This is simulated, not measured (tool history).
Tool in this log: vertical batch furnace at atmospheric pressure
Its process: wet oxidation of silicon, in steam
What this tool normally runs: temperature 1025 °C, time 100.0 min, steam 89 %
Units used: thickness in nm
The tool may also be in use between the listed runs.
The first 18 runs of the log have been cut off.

| run | hour | temperature | time | steam | wafers since the last listed run | hours since the last temperature calibration | hours since the steam generator was serviced | hours since the gauge calibration | read-back reference wafer on the same gauge, thickness | thickness |
|---|---|---|---|---|---|---|---|---|---|---|
| 19 | 1267.6 | 1038 | 100.0 | 89 | 499 | 1592.2 | 512.6 | 2325.5 | 649.05 | 704.69 |
|  | 1459.1 | gauge calibrated |
| 20 | 1470.5 | 1025 | 100.0 | 84 | 1597 | 1795.1 | 715.5 | 11.4 | 677.82 | 666.79 |
| 21 | 1556.2 | 1047 | 100.0 | 97 | 674 | 1880.8 | 801.2 | 97.1 | 676.71 | 791.67 |
| 22 | 1626.1 | 1038 | 100.0 | 89 | 550 | 1950.7 | 871.1 | 167.0 | 676.81 | 730.61 |
| 23 | 1665.4 | 1025 | 100.0 | 89 | 309 | 1990.0 | 910.4 | 206.3 | 676.78 | 689.56 |
| 24 | 1736.3 | 1025 | 119.0 | 81 | 558 | 2060.9 | 981.3 | 277.2 | 674.47 | 724.09 |
| 25 | 1786.8 | 1036 | 76.5 | 96 | 397 | 2111.4 | 1031.8 | 327.7 | 673.86 | 655.21 |
| 26 | 1857.3 | 1048 | 100.0 | 89 | 554 | 2181.9 | 1102.3 | 398.2 | 673.21 | 758.44 |
| 27 | 1909.1 | 1044 | 100.0 | 89 | 407 | 2233.7 | 1154.1 | 450.0 | 673.33 | 750.78 |
| 28 | 1951.1 | 1025 | 78.0 | 89 | 330 | 2275.7 | 1196.1 | 492.0 | 672.50 | 594.71 |
|  | 2150.0 | thermocouples replaced and temperature profile calibrated |
| 29 | 2150.5 | 1025 | 100.0 | 89 | 1380 | 0.5 | 1395.5 | 691.4 | 670.44 | 693.62 |
| 30 | 2207.3 | 1025 | 100.0 | 93 | 447 | 57.3 | 1452.3 | 748.2 | 668.88 | 700.47 |
| 31 | 2247.3 | 1025 | 100.0 | 89 | 314 | 97.3 | 1492.3 | 788.2 | 668.70 | 689.76 |
| 32 | 2288.2 | 1025 | 100.0 | 89 | 321 | 138.2 | 1533.2 | 829.1 | 669.38 | 686.93 |
| 33 | 2375.5 | 1033 | 136.5 | 85 | 687 | 225.5 | 1620.5 | 916.4 | 666.92 | 827.61 |
| 34 | 2446.8 | 1025 | 60.5 | 89 | 561 | 296.8 | 1691.8 | 987.7 | 665.90 | 510.20 |
| 35 | 2660.3 | 1037 | 100.0 | 89 | 1680 | 510.3 | 1905.3 | 1201.2 | 664.50 | 714.65 |
| 36 | 2754.5 | 1025 | 100.0 | 89 | 741 | 604.5 | 1999.5 | 1295.4 | 662.31 | 680.88 |
| 37 | 2807.1 | 1047 | 56.0 | 85 | 414 | 657.1 | 2052.1 | 1348.0 | 660.73 | 519.83 |

Below are 5 alternative next runs, each starting from the tool's condition after run 37. Predict each:
| A | 2812.8 | 1004 | 100.0 | 89 | 44 | 662.8 | 2057.8 | 1353.7 | ? | ? |
| B | 2812.8 | 1032 | 64.5 | 78 | 44 | 662.8 | 2057.8 | 1353.7 | ? | ? |
| C | 2812.8 | 1036 | 140.0 | 81 | 44 | 662.8 | 2057.8 | 1353.7 | ? | ? |
| D | 2812.8 | 1025 | 124.0 | 89 | 44 | 662.8 | 2057.8 | 1353.7 | ? | ? |
| E | 2812.8 | 1038 | 141.0 | 97 | 44 | 662.8 | 2057.8 | 1353.7 | ? | ? |

| run | read-back reference wafer on the same gauge, thickness | thickness |
|---|---|---|
| A | 662.31 | 619.89 |
| B | 662.31 | 507.58 |
| C | 662.31 | 819.29 |
| D | 662.31 | 771.63 |
| E | 662.31 | 915.43 |
With the hidden condition removed and each run's random variation left untouched, the same runs would have given:
| run | thickness |
|---|---|
| A | 634.69 |
| B | 519.70 |
| C | 838.85 |
| D | 790.05 |
| E | 937.29 |

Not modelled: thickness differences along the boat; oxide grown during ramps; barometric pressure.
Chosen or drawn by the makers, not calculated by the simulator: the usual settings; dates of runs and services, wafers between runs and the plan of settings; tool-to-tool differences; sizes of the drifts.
